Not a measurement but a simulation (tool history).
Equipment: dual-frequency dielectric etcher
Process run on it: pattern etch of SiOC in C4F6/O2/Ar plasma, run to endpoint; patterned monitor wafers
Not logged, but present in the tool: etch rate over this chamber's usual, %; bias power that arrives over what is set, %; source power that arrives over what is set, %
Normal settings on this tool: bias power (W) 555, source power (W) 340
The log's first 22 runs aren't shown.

| run | day | bias power (W) | source power (W) | wafers since the last listed run | hours since the last wet clean | hours since the last bias power generator calibration | hours since the last source power generator calibration | hours since the last upper electrode change | incoming incoming film thickness, nm | endpoint time (s) |
|---|---|---|---|---|---|---|---|---|---|---|
|  | 9 | bias power generator calibrated |
| 23 | 9.108 | 427 | 270 | 219 | 111.2 | 2.6 | 160.2 | 194.2 | 42.37 | 19.1 |
| 24 | 9.833 | 594 | 390 | 428 | 128.6 | 20 | 177.6 | 211.6 | 42.84 | 14.2 |
| 25 | 10.146 | 443 | 260 | 184 | 136.1 | 27.5 | 185.1 | 219.1 | 42.47 | 18.9 |
| 26 | 10.654 | 555 | 340 | 300 | 148.3 | 39.7 | 197.3 | 231.3 | 42.4 | 15.6 |
| 27 | 11.033 | 555 | 340 | 223 | 157.4 | 48.8 | 206.4 | 240.4 | 42.39 | 15.7 |
| 28 | 11.767 | 423 | 340 | 433 | 175 | 66.4 | 224 | 258 | 42.65 | 17.4 |
| 29 | 12.475 | 436 | 410 | 418 | 192 | 83.4 | 241 | 275 | 42.47 | 15.9 |
| 30 | 12.938 | 555 | 410 | 273 | 203.1 | 94.5 | 252.1 | 286.1 | 42.55 | 14.5 |
| 31 | 13.342 | 608 | 420 | 238 | 212.8 | 104.2 | 261.8 | 295.8 | 42.6 | 13.9 |
| 32 | 13.942 | 555 | 340 | 354 | 227.2 | 118.6 | 276.2 | 310.2 | 42.4 | 15.6 |
| 33 | 14.654 | 555 | 280 | 420 | 244.3 | 135.7 | 293.3 | 327.3 | 42.46 | 17 |
| 34 | 15.308 | 625 | 370 | 386 | 260 | 151.4 | 309 | 343 | 42.84 | 14.4 |
| 35 | 15.771 | 497 | 380 | 273 | 271.1 | 162.5 | 320.1 | 354.1 | 42.3 | 15.4 |
| 36 | 16.288 | 613 | 400 | 305 | 283.5 | 174.9 | 332.5 | 366.5 | 42.57 | 14.1 |

Here are 3 independent what-if runs from the current tool condition. What would each one return?
| A | 16.304 | 555 | 340 | 9 | 283.9 | 175.3 | 332.9 | 366.9 | 42.7 | ? |
| B | 16.304 | 609 | 340 | 9 | 283.9 | 175.3 | 332.9 | 366.9 | 42.7 | ? |
| C | 16.304 | 607 | 410 | 9 | 283.9 | 175.3 | 332.9 | 366.9 | 42.7 | ? |

| run | endpoint time (s) |
|---|---|
| A | 15.7 |
| B | 15.2 |
| C | 14.1 |
What these runs would have given with no unlogged condition in the tool:
| run | endpoint time (s) |
|---|---|
| A | 15.4 |
| B | 14.8 |
| C | 13.8 |
